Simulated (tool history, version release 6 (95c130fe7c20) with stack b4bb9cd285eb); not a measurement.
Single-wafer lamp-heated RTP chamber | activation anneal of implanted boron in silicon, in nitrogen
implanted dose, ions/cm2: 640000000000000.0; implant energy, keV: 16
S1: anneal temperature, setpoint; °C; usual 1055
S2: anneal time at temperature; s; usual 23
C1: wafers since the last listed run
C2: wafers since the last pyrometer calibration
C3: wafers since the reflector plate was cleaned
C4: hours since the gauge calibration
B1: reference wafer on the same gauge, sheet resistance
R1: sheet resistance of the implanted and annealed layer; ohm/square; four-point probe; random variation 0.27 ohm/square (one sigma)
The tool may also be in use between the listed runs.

run	hour	S1	S2	C1	C2	C3	C4	B1	R1
1	0	1055	23	0	2716	4612	273.8	163.7	178.57
# hour 12.6: reflector plate cleaned
2	32.9	1055	23	457	3174	373	306.7	163.6	178.94
# hour 92.6: pyrometer window cleaned and pyrometer calibrated
3	123.6	1055	23	1518	570	1892	397.4	163.32	178.09
4	156	1055	23	595	1165	2487	429.8	163.19	178.64
5	189.7	1055	23	618	1784	3106	463.5	163.04	178.48
6	206	1055	23	299	2083	3406	479.8	163.07	177.87
7	229	1055	23	422	2506	3828	502.8	162.94	178.62
8	250.5	1055	13	394	2901	4223	524.3	162.82	178.61
# hour 273.5: reflector plate cleaned
9	275.7	1055	13	315	3217	41	549.5	162.72	178.79
10	301.5	1078	23	473	3690	515	575.3	162.61	176.49
11	325	1055	23	431	4122	946	598.8	162.49	177.52
# hour 342.2: pyrometer window cleaned and pyrometer calibrated
12	347	1055	23	257	88	1203	620.8	162.34	177.49
# hour 351.7: gauge calibrated
13	376.9	1055	23	549	637	1753	25.2	164.06	179.02
14	400	1055	23	424	1061	2177	48.3	164.03	179.39
15	455.8	1037	18	1024	2086	3202	104.1	164.03	180.98
16	488.5	1055	10	600	2687	3802	136.8	163.94	181.15
17	501.6	1055	23	240	2927	4043	149.9	163.91	179.1
18	518.4	1029	14	308	3236	4352	166.7	163.88	181.65
19	532.2	1080	23	253	3489	4605	180.5	163.88	178.42
# hour 543.8: reflector plate cleaned
# hour 565.7: pyrometer window cleaned and pyrometer calibrated
20	566.2	1080	23	330	9	264	214.5	163.83	177.6
21	582.9	1055	30	306	316	571	231.2	163.8	177.76
22	610.4	1055	34	505	821	1076	258.7	163.73	178.08
23	669	1037	35	1076	1897	2152	317.3	163.55	179
24	688.6	1038	14	360	2257	2512	336.9	163.52	180.62
25	705.1	1055	23	303	2560	2815	353.4	163.45	178.08
26	726	1076	34	383	2944	3199	374.3	163.38	175.92
27	753.8	1070	35	510	3455	3710	402.1	163.32	176.13
# hour 773.9: pyrometer window cleaned and pyrometer calibrated
28	784.5	1055	14	416	195	4127	432.8	163.24	179.7

Some steps in R1 between neighbouring runs. How much of each would the tool show without its hidden state too (settings, what came in, random variation), and how much is left for the hidden state, with any gauge scatter that isn't in both results?
The hidden state here: true wafer temperature minus pyrometer reading, K; wafer temperature error from the tarnished reflector plate, K; gauge reads high (%).
Run 2 -> 3: pyrometer window cleaned and pyrometer calibrated. R1 -0.85 ohm/square: hidden state -0.3, all else -0.55.
Run 12 -> 13: gauge calibrated. R1 +1.53 ohm/square: hidden state +1.8, all else -0.27.
Run 18 -> 19: S1 1029 -> 1080, S2 14 -> 23. R1 -3.23 ohm/square: hidden state -0.03, all else -3.2.
Run 27 -> 28: S1 1070 -> 1055, S2 35 -> 14, pyrometer window cleaned and pyrometer calibrated. R1 +3.57 ohm/square: hidden state -0.13, all else +3.7.
